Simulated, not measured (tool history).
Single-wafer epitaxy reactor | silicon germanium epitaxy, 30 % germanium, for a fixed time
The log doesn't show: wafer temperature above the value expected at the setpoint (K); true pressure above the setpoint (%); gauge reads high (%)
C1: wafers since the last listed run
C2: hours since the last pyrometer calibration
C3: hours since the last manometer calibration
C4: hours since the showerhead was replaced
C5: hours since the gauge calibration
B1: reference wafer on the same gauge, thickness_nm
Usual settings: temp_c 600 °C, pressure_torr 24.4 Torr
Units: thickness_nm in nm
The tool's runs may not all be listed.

Run 1, hour 0: usual settings; C1 0; C2 444.3; C3 1390.2; C4 4008.9; C5 392.8; B1 54.317. Result: thickness_nm 61.129 nm.
Run 2, hour 54.5: usual settings but temp_c 611 °C; C1 1012; C2 498.8; C3 1444.7; C4 4063.4; C5 447.3; B1 54.308. Result: thickness_nm 77.097 nm.
Run 3, hour 126: usual settings but temp_c 611 °C; C1 1328; C2 570.3; C3 1516.2; C4 4134.9; C5 518.8; B1 54.38. Result: thickness_nm 77.267 nm.
Run 4, hour 153.6: usual settings but temp_c 611 °C; C1 512; C2 597.9; C3 1543.8; C4 4162.5; C5 546.4; B1 54.259. Result: thickness_nm 76.767 nm.
Run 5, hour 186: usual settings but temp_c 608 °C; C1 601; C2 630.3; C3 1576.2; C4 4194.9; C5 578.8; B1 54.405. Result: thickness_nm 72.951 nm.
Run 6, hour 212.1: usual settings but temp_c 608 °C; C1 484; C2 656.4; C3 1602.3; C4 4221; C5 604.9; B1 54.262. Result: thickness_nm 72.358 nm.
Run 7, hour 280.4: usual settings but temp_c 608 °C; C1 1268; C2 724.7; C3 1670.6; C4 4289.3; C5 673.2; B1 54.317. Result: thickness_nm 72.373 nm.
Run 8, hour 331.9: usual settings but pressure_torr 26.5 Torr; C1 956; C2 776.2; C3 1722.1; C4 4340.8; C5 724.7; B1 54.356. Result: thickness_nm 63.785 nm.
Run 9, hour 378.3: usual settings; C1 861; C2 822.6; C3 1768.5; C4 4387.2; C5 771.1; B1 54.351. Result: thickness_nm 61.976 nm.
Run 10, hour 434.2: usual settings; C1 1038; C2 878.5; C3 1824.4; C4 4443.1; C5 827; B1 54.265. Result: thickness_nm 61.889 nm.
Run 11, hour 543.7: usual settings; C1 2034; C2 988; C3 1933.9; C4 4552.6; C5 936.5; B1 54.165. Result: thickness_nm 62.32 nm.
Run 12, hour 602.7: usual settings; C1 1095; C2 1047; C3 1992.9; C4 4611.6; C5 995.5; B1 54.349. Result: thickness_nm 62.187 nm.
Run 13, hour 670.1: usual settings but temp_c 604 °C, pressure_torr 26.3 Torr; C1 1252; C2 1114.4; C3 2060.3; C4 4679; C5 1062.9; B1 54.309. Result: thickness_nm 70.086 nm.
At hour 721: pyrometer calibrated.
Run 14, hour 721.7: usual settings but temp_c 586 °C, pressure_torr 27.4 Torr; C1 809; C2 0.7; C3 2111.9; C4 4730.6; C5 1114.5; B1 54.314. Result: thickness_nm 48.982 nm.
At hour 740.8: capacitance manometer re-zeroed and calibrated.
Run 15, hour 779.1: usual settings but temp_c 609 °C, pressure_torr 29 Torr; C1 917; C2 58.1; C3 38.3; C4 4788; C5 1171.9; B1 54.154. Result: thickness_nm 78.212 nm.
Run 16, hour 846: usual settings but temp_c 610 °C, pressure_torr 22 Torr; C1 1242; C2 125; C3 105.2; C4 4854.9; C5 1238.8; B1 54.419. Result: thickness_nm 70.319 nm.
At hour 875.5: gauge calibrated.
At hour 901.2: showerhead replaced.
Run 17, hour 925.8: usual settings; C1 1333; C2 204.8; C3 185; C4 24.6; C5 50.3; B1 54.237. Result: thickness_nm 59.967 nm.
Run 18, hour 963.8: usual settings but temp_c 605 °C, pressure_torr 28.6 Torr; C1 705; C2 242.8; C3 223; C4 62.6; C5 88.3; B1 54.376. Result: thickness_nm 71.297 nm.
Run 19, hour 1159.9: usual settings; C1 3642; C2 438.9; C3 419.1; C4 258.7; C5 284.4; B1 54.332. Result: thickness_nm 60.359 nm.
Run 20, hour 1201.7: usual settings but temp_c 608 °C, pressure_torr 27.8 Torr; C1 776; C2 480.7; C3 460.9; C4 300.5; C5 326.2; B1 54.187. Result: thickness_nm 75.15 nm.
Run 21, hour 1248.3: usual settings but temp_c 594 °C, pressure_torr 22.2 Torr; C1 865; C2 527.3; C3 507.5; C4 347.1; C5 372.8; B1 54.314. Result: thickness_nm 50.868 nm.
Run 22, hour 1289.4: usual settings but temp_c 586 °C, pressure_torr 20.7 Torr; C1 763; C2 568.4; C3 548.6; C4 388.2; C5 413.9; B1 54.425. Result: thickness_nm 41.33 nm.
Run 23, hour 1346.6: usual settings; C1 1062; C2 625.6; C3 605.8; C4 445.4; C5 471.1; B1 54.351. Result: thickness_nm 60.132 nm.
Run 24, hour 1385.9: usual settings but temp_c 588 °C, pressure_torr 21.5 Torr; C1 730; C2 664.9; C3 645.1; C4 484.7; C5 510.4; B1 54.319. Result: thickness_nm 43.993 nm.

Measured less the same run without the tool's hidden state. The same run-to-run variation is in both; the gauge's scatter may not be:
run  thickness_nm
  1        +0.843
  2        +1.151
  3        +1.274
  4        +1.314
  5        +1.302
  6        +1.336
  7        +1.453
  8        +1.362
  9        +1.395
 10        +1.482
 11        +1.676
 12        +1.774
 13        +2.133
 14        +1.564
 15        -0.476
 16        -0.422
 17        -0.349
 18        -0.407
 19        -0.284
 20        -0.331
 21        -0.207
 22        -0.153
 23        -0.192
 24        -0.124
